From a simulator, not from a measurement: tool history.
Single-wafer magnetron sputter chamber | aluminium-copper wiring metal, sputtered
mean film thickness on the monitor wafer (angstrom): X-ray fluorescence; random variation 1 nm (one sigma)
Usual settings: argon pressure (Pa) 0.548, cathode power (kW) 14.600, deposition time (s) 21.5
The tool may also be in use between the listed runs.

| run | day | argon pressure (Pa) | cathode power (kW) | deposition time (s) | wafers since the last listed run | wafers on the sputter target | hours since the last manometer calibration | hours since the magnet pack was replaced | hours since the gauge calibration | read-back reference wafer on the same gauge, thickness_nm | mean film thickness on the monitor wafer (angstrom) |
|---|---|---|---|---|---|---|---|---|---|---|---|
| 1 | 0.000 | 0.548 | 12.300 | 21.5 | 0 | 4513 | 1909.6 | 10080.0 | 176.8 | 504.634 | 4413.55 |
| 2 | 0.771 | 0.679 | 14.600 | 21.5 | 612 | 5125 | 1928.1 | 10098.5 | 195.3 | 503.902 | 4959.47 |
| 3 | 2.029 | 0.679 | 14.600 | 21.5 | 999 | 6125 | 1958.3 | 10128.7 | 225.5 | 504.338 | 4951.84 |
|  | 2.900 | sputter target and shields replaced |
| 4 | 5.896 | 0.548 | 14.600 | 21.5 | 2807 | 2382 | 2051.1 | 10221.5 | 318.3 | 504.507 | 5257.80 |
| 5 | 6.700 | 0.548 | 14.600 | 21.5 | 639 | 3021 | 2070.4 | 10240.8 | 337.6 | 503.984 | 5245.72 |
| 6 | 7.750 | 0.548 | 14.600 | 21.5 | 834 | 3855 | 2095.6 | 10266.0 | 362.8 | 503.749 | 5247.12 |
|  | 11.529 | magnet pack replaced |
| 7 | 11.550 | 0.548 | 14.600 | 21.5 | 2754 | 6610 | 2186.8 | 0.5 | 454.0 | 504.259 | 5236.93 |
|  | 12.525 | sputter target and shields replaced |
| 8 | 14.083 | 0.548 | 14.600 | 21.5 | 1748 | 1238 | 2247.6 | 61.3 | 514.8 | 503.849 | 5257.84 |
| 9 | 16.658 | 0.395 | 14.600 | 21.5 | 2046 | 3284 | 2309.4 | 123.1 | 576.6 | 503.749 | 5636.60 |
| 10 | 17.554 | 0.395 | 14.600 | 21.5 | 711 | 3996 | 2330.9 | 144.6 | 598.1 | 504.008 | 5617.59 |
|  | 17.621 | gauge calibrated |
| 11 | 18.462 | 0.548 | 14.600 | 19.1 | 721 | 4718 | 2352.7 | 166.4 | 20.2 | 504.065 | 4665.92 |
| 12 | 19.508 | 0.548 | 14.600 | 21.5 | 831 | 5549 | 2377.8 | 191.5 | 45.3 | 503.892 | 5254.62 |
|  | 20.617 | sputter target and shields replaced |
| 13 | 20.638 | 0.548 | 14.600 | 21.5 | 632 | 15 | 2404.9 | 218.6 | 72.4 | 503.528 | 5288.38 |
| 14 | 21.429 | 0.548 | 11.150 | 21.5 | 629 | 644 | 2423.9 | 237.6 | 91.4 | 504.368 | 4023.22 |
|  | 22.950 | capacitance manometer re-zeroed and calibrated |
| 15 | 22.971 | 0.746 | 16.850 | 18.1 | 960 | 1604 | 0.5 | 274.6 | 128.4 | 504.664 | 4407.66 |
| 16 | 23.842 | 0.747 | 17.250 | 21.5 | 692 | 2296 | 21.4 | 295.5 | 149.3 | 504.607 | 5367.77 |
| 17 | 24.508 | 0.548 | 14.600 | 21.5 | 529 | 2826 | 37.4 | 311.5 | 165.3 | 503.811 | 5017.90 |
| 18 | 25.925 | 0.385 | 15.750 | 21.5 | 1125 | 3952 | 71.4 | 345.5 | 199.3 | 503.916 | 5885.13 |
| 19 | 27.150 | 0.632 | 12.750 | 21.5 | 973 | 4925 | 100.8 | 374.9 | 228.7 | 504.340 | 4215.14 |
| 20 | 30.012 | 0.548 | 14.600 | 21.5 | 2274 | 7200 | 169.5 | 443.6 | 297.4 | 503.450 | 5022.31 |
| 21 | 30.704 | 0.338 | 13.150 | 23.6 | 549 | 7750 | 186.1 | 460.2 | 314.0 | 503.744 | 5532.24 |
|  | 31.167 | sputter target and shields replaced |
| 22 | 31.425 | 0.548 | 13.700 | 21.5 | 307 | 205 | 203.4 | 477.5 | 331.3 | 504.345 | 4764.37 |

Forecast each of these 5 alternatives for the next run:
| A | 31.442 | 0.548 | 15.800 | 21.5 | 13 | 218 | 203.8 | 477.9 | 331.7 | ? | ? |
| B | 31.442 | 0.403 | 15.750 | 19.8 | 13 | 218 | 203.8 | 477.9 | 331.7 | ? | ? |
| C | 31.442 | 0.677 | 14.600 | 20.2 | 13 | 218 | 203.8 | 477.9 | 331.7 | ? | ? |
| D | 31.442 | 0.390 | 12.350 | 23.4 | 13 | 218 | 203.8 | 477.9 | 331.7 | ? | ? |
| E | 31.442 | 0.548 | 17.700 | 24.2 | 13 | 218 | 203.8 | 477.9 | 331.7 | ? | ? |

| run | read-back reference wafer on the same gauge, thickness_nm | mean film thickness on the monitor wafer (angstrom) |
|---|---|---|
| A | 503.856 | 5481.04 |
| B | 503.856 | 5415.43 |
| C | 503.856 | 4465.25 |
| D | 503.856 | 5052.15 |
| E | 503.856 | 6911.24 |
Without the tool's hidden state the same runs would have given:
| run | mean film thickness on the monitor wafer (angstrom) |
|---|---|
| A | 5421.72 |
| B | 5373.31 |
| C | 4405.58 |
| D | 5014.30 |
| E | 6836.44 |
